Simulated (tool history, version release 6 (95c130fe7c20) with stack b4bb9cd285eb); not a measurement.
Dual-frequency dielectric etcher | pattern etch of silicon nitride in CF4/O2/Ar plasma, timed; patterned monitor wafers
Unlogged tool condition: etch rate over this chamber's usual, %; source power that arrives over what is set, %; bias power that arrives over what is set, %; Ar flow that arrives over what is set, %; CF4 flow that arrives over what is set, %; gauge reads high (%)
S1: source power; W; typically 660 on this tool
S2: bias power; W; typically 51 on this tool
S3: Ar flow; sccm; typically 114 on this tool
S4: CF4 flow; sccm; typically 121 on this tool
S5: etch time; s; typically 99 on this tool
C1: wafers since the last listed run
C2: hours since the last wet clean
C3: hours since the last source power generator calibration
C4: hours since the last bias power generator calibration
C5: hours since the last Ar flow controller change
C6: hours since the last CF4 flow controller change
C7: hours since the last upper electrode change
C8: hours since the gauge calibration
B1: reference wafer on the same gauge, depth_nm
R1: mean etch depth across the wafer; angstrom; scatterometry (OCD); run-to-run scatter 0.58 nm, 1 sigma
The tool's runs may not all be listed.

run 1 hour=0 | S1=660 S2=51 S3=114 S4=141 S5=99 | C1=0 C2=345.6 C3=3338.8 C4=3888.3 C5=255.7 C6=242.3 C7=2060.5 C8=66.4 | B1=288.2 | R1=2526
run 2 hour=73.6 | S1=660 S2=51 S3=114 S4=141 S5=99 | C1=901 C2=419.2 C3=3412.4 C4=3961.9 C5=329.3 C6=315.9 C7=2134.1 C8=140 | B1=289.1 | R1=2540
run 3 hour=137.3 | S1=660 S2=51 S3=114 S4=121 S5=99 | C1=780 C2=482.9 C3=3476.1 C4=4025.6 C5=393 C6=379.6 C7=2197.8 C8=203.7 | B1=290 | R1=2497
run 4 hour=185.5 | S1=660 S2=51 S3=114 S4=115 S5=99 | C1=590 C2=531.1 C3=3524.3 C4=4073.8 C5=441.2 C6=427.8 C7=2246 C8=251.9 | B1=289.8 | R1=2488
-- hour=189.7 bias power generator calibrated
-- hour=235.3 source power generator calibrated
run 5 hour=275.9 | S1=580 S2=54 S3=136 S4=121 S5=99 | C1=1009 C2=621.5 C3=40.6 C4=86.2 C5=531.6 C6=518.2 C7=2336.4 C8=342.3 | B1=290.5 | R1=2264
-- hour=307.1 wet clean of the chamber
-- hour=311.4 upper electrode replaced
run 6 hour=369 | S1=810 S2=51 S3=114 S4=132 S5=99 | C1=794 C2=61.9 C3=133.7 C4=179.3 C5=624.7 C6=611.3 C7=57.6 C8=435.4 | B1=291.1 | R1=2983
run 7 hour=417.8 | S1=660 S2=51 S3=114 S4=121 S5=99 | C1=597 C2=110.7 C3=182.5 C4=228.1 C5=673.5 C6=660.1 C7=106.4 C8=484.2 | B1=291.2 | R1=2518
run 8 hour=459.2 | S1=660 S2=51 S3=114 S4=121 S5=99 | C1=507 C2=152.1 C3=223.9 C4=269.5 C5=714.9 C6=701.5 C7=147.8 C8=525.6 | B1=291.1 | R1=2515
run 9 hour=553.8 | S1=770 S2=51 S3=126 S4=121 S5=73.5 | C1=1158 C2=246.7 C3=318.5 C4=364.1 C5=809.5 C6=796.1 C7=242.4 C8=620.2 | B1=291.7 | R1=2073
run 10 hour=613.5 | S1=660 S2=51 S3=114 S4=121 S5=99 | C1=731 C2=306.4 C3=378.2 C4=423.8 C5=869.2 C6=855.8 C7=302.1 C8=679.9 | B1=291.9 | R1=2508
run 11 hour=681.7 | S1=610 S2=51 S3=114 S4=121 S5=99 | C1=835 C2=374.6 C3=446.4 C4=492 C5=937.4 C6=924 C7=370.3 C8=748.1 | B1=292 | R1=2372

The next listed run, before its measurement:
run 12 hour=751.8 | S1=660 S2=51 S3=127 S4=121 S5=90 | C1=858 C2=444.7 C3=516.5 C4=562.1 C5=1007.5 C6=994.1 C7=440.4 C8=818.2 | B1=? | R1=?

B1: 292.2
R1: 2265 angstrom
Minus the tool's unlogged condition, the same run would have read R1 2231 angstrom.
